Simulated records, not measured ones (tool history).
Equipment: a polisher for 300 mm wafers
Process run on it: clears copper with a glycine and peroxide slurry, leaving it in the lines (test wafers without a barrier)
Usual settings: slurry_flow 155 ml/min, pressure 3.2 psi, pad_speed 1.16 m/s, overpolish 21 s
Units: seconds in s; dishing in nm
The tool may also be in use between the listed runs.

| run | hour | slurry_flow | pressure | pad_speed | overpolish | incoming thickness of the incoming film, nm | seconds | dishing |
|---|---|---|---|---|---|---|---|---|
| 1 | 0 | 155 | 3.2 | 1.16 | 21 | 495.1 | 65.8 | 69.9 |
|  | 3.3 | worn pad replaced by a new one |
| 2 | 39.9 | 155 | 3.2 | 1.16 | 21 | 506.5 | 67.4 | 65.9 |
| 3 | 79.9 | 155 | 3.2 | 1.16 | 21 | 501.2 | 66 | 70.9 |
| 4 | 109.6 | 155 | 3.2 | 1.16 | 21 | 508.7 | 67.5 | 70.1 |
| 5 | 175.3 | 155 | 3.2 | 1.16 | 21 | 505.1 | 67.1 | 69.7 |
| 6 | 201.3 | 155 | 3.2 | 1.16 | 21 | 509 | 66.3 | 69.3 |
|  | 219.1 | worn pad replaced by a new one |
| 7 | 227.8 | 155 | 2.6 | 1.26 | 21 | 496 | 72.6 | 65.3 |
|  | 254.9 | head pressure recalibrated |
| 8 | 267.2 | 155 | 2.6 | 1.26 | 21 | 495.1 | 73.7 | 65 |
| 9 | 313 | 155 | 2.6 | 1.26 | 21 | 499.4 | 75.8 | 64.3 |
| 10 | 383.8 | 155 | 3.2 | 1.16 | 21 | 500.9 | 67 | 69.3 |
|  | 428.9 | worn pad replaced by a new one |
| 11 | 454.9 | 155 | 3.2 | 1.16 | 21 | 492.9 | 64.2 | 71.4 |
| 12 | 507.4 | 155 | 3.2 | 1.16 | 12 | 499.1 | 65.6 | 49.9 |
| 13 | 542 | 155 | 3.2 | 1.16 | 21 | 506 | 66.8 | 68.7 |
| 14 | 579.5 | 130 | 3.2 | 1.16 | 21 | 508.2 | 68.7 | 70.5 |
|  | 599.9 | worn pad replaced by a new one |
|  | 636.6 | head pressure recalibrated |
| 15 | 640.8 | 155 | 3.2 | 1.16 | 21 | 501.5 | 67.7 | 67.3 |
| 16 | 684.1 | 175 | 3.5 | 1.16 | 21 | 497.8 | 61.7 | 74.4 |
|  | 746.4 | slurry nozzle cleaned |
|  | 771.3 | worn pad replaced by a new one |
| 17 | 814.6 | 140 | 3.2 | 0.86 | 9 | 497.1 | 85.3 | 34.1 |
| 18 | 875.4 | 120 | 3.2 | 1.16 | 21 | 502.8 | 69.8 | 69.5 |
| 19 | 940.5 | 155 | 3.2 | 1.52 | 33 | 493.7 | 52.1 | 83.8 |
|  | 945.5 | worn pad replaced by a new one |
| 20 | 967.9 | 135 | 3.2 | 1.52 | 21 | 496 | 51.9 | 74.9 |

5 ways to go on from here, each from the tool as it stands after run 20. What would each give?
| A | 968.3 | 155 | 3.2 | 1.16 | 21 | 506.3 | ? | ? |
| B | 968.3 | 135 | 3.2 | 1.16 | 21 | 506.3 | ? | ? |
| C | 968.3 | 140 | 3.2 | 1.3 | 13 | 506.3 | ? | ? |
| D | 968.3 | 155 | 2.4 | 1.16 | 21 | 506.3 | ? | ? |
| E | 968.3 | 170 | 3.2 | 1.16 | 21 | 506.3 | ? | ? |

| run | seconds | dishing |
|---|---|---|
| A | 66.4 | 69.1 |
| B | 68.2 | 68.2 |
| C | 61.3 | 55.5 |
| D | 84.8 | 60.5 |
| E | 65.3 | 69.6 |
Without the tool's unlogged condition, the same runs would have read:
| run | seconds | dishing |
|---|---|---|
| A | 69 | 67.7 |
| B | 70.9 | 66.9 |
| C | 63.8 | 54.2 |
| D | 88 | 59.1 |
| E | 67.9 | 68.3 |
